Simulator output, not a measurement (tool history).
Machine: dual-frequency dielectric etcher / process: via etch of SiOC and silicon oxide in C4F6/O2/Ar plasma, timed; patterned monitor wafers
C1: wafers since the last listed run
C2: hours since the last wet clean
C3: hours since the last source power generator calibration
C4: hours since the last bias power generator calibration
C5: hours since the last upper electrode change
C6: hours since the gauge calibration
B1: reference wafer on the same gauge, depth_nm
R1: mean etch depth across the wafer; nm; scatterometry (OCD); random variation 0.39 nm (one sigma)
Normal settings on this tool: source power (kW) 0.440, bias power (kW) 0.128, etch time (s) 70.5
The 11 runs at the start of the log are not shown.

Run 12, hour 139.5: usual settings but source power (kW) 0.360, bias power (kW) 0.108; C1 133; C2 223.8; C3 5183.2; C4 2630.0; C5 3860.0; C6 71.7; B1 65.2. Result: R1 68.0 nm.
Run 13, hour 145.6: usual settings but source power (kW) 0.530; C1 50; C2 229.9; C3 5189.3; C4 2636.1; C5 3866.1; C6 77.8; B1 65.2. Result: R1 82.0 nm.
At hour 183.8: upper electrode replaced.
Run 14, hour 184.3: usual settings but source power (kW) 0.340, bias power (kW) 0.097, etch time (s) 78.5; C1 122; C2 268.6; C3 5228.0; C4 2674.8; C5 0.5; C6 116.5; B1 65.2. Result: R1 71.8 nm.
Run 15, hour 192.1: usual settings but source power (kW) 0.350, bias power (kW) 0.154; C1 65; C2 276.4; C3 5235.8; C4 2682.6; C5 8.3; C6 124.3; B1 65.2. Result: R1 72.7 nm.
Run 16, hour 200.2: usual settings but bias power (kW) 0.153, etch time (s) 64.5; C1 67; C2 284.5; C3 5243.9; C4 2690.7; C5 16.4; C6 132.4; B1 65.2. Result: R1 72.2 nm.
Run 17, hour 210.8: usual settings; C1 88; C2 295.1; C3 5254.5; C4 2701.3; C5 27.0; C6 143.0; B1 65.2. Result: R1 75.3 nm.
Run 18, hour 224.8: usual settings but etch time (s) 56.0; C1 116; C2 309.1; C3 5268.5; C4 2715.3; C5 41.0; C6 157.0; B1 65.3. Result: R1 59.7 nm.
At hour 229.6: source power generator calibrated.
Run 19, hour 234.5: usual settings but source power (kW) 0.500, bias power (kW) 0.100, etch time (s) 86.5; C1 47; C2 318.8; C3 4.9; C4 2725.0; C5 50.7; C6 166.7; B1 65.2. Result: R1 90.9 nm.
Run 20, hour 240.8: usual settings but bias power (kW) 0.108, etch time (s) 86.5; C1 52; C2 325.1; C3 11.2; C4 2731.3; C5 57.0; C6 173.0; B1 65.3. Result: R1 87.9 nm.
At hour 250.9: bias power generator calibrated.
At hour 270.5: wet clean of the chamber.
Run 21, hour 271.0: usual settings but source power (kW) 0.330, bias power (kW) 0.148; C1 55; C2 0.5; C3 41.4; C4 20.1; C5 87.2; C6 203.2; B1 65.2. Result: R1 74.4 nm.
Run 22, hour 272.0: usual settings but etch time (s) 56.0; C1 8; C2 1.5; C3 42.4; C4 21.1; C5 88.2; C6 204.2; B1 65.3. Result: R1 63.0 nm.
Run 23, hour 281.9: usual settings but bias power (kW) 0.103; C1 82; C2 11.4; C3 52.3; C4 31.0; C5 98.1; C6 214.1; B1 65.2. Result: R1 75.6 nm.
Run 24, hour 294.3: usual settings but bias power (kW) 0.146, etch time (s) 90.0; C1 103; C2 23.8; C3 64.7; C4 43.4; C5 110.5; C6 226.5; B1 65.2. Result: R1 104.5 nm.
Run 25, hour 312.2: usual settings; C1 149; C2 41.7; C3 82.6; C4 61.3; C5 128.4; C6 244.4; B1 65.2. Result: R1 79.4 nm.
Run 26, hour 324.2: usual settings but source power (kW) 0.520, bias power (kW) 0.153, etch time (s) 65.0; C1 100; C2 53.7; C3 94.6; C4 73.3; C5 140.4; C6 256.4; B1 65.2. Result: R1 81.4 nm.
Run 27, hour 341.8: usual settings; C1 146; C2 71.3; C3 112.2; C4 90.9; C5 158.0; C6 274.0; B1 65.2. Result: R1 78.5 nm.
Run 28, hour 349.3: usual settings; C1 62; C2 78.8; C3 119.7; C4 98.4; C5 165.5; C6 281.5; B1 65.1. Result: R1 79.0 nm.
Run 29, hour 362.5: usual settings; C1 110; C2 92.0; C3 132.9; C4 111.6; C5 178.7; C6 294.7; B1 65.1. Result: R1 78.2 nm.
Run 30, hour 370.2: usual settings but bias power (kW) 0.109; C1 64; C2 99.7; C3 140.6; C4 119.3; C5 186.4; C6 302.4; B1 65.3. Result: R1 75.6 nm.
Run 31, hour 386.5: usual settings; C1 135; C2 116.0; C3 156.9; C4 135.6; C5 202.7; C6 318.7; B1 65.2. Result: R1 77.5 nm.

Here are 3 independent what-if runs from the current tool condition. What would each one return?
Run A, hour 386.9: usual settings; C1 3; C2 116.4; C3 157.3; C4 136.0; C5 203.1; C6 319.1; B1 ?. Result: R1 ?.
Run B, hour 386.9: usual settings but source power (kW) 0.480; C1 3; C2 116.4; C3 157.3; C4 136.0; C5 203.1; C6 319.1; B1 ?. Result: R1 ?.
Run C, hour 386.9: usual settings but source power (kW) 0.340, etch time (s) 85.0; C1 3; C2 116.4; C3 157.3; C4 136.0; C5 203.1; C6 319.1; B1 ?. Result: R1 ?.

run    B1    R1
  A  65.2  78.1
  B  65.2  80.7
  C  65.2  85.8
What these runs would have given with no unlogged condition in the tool:
run    R1
  A  79.2
  B  81.8
  C  86.9

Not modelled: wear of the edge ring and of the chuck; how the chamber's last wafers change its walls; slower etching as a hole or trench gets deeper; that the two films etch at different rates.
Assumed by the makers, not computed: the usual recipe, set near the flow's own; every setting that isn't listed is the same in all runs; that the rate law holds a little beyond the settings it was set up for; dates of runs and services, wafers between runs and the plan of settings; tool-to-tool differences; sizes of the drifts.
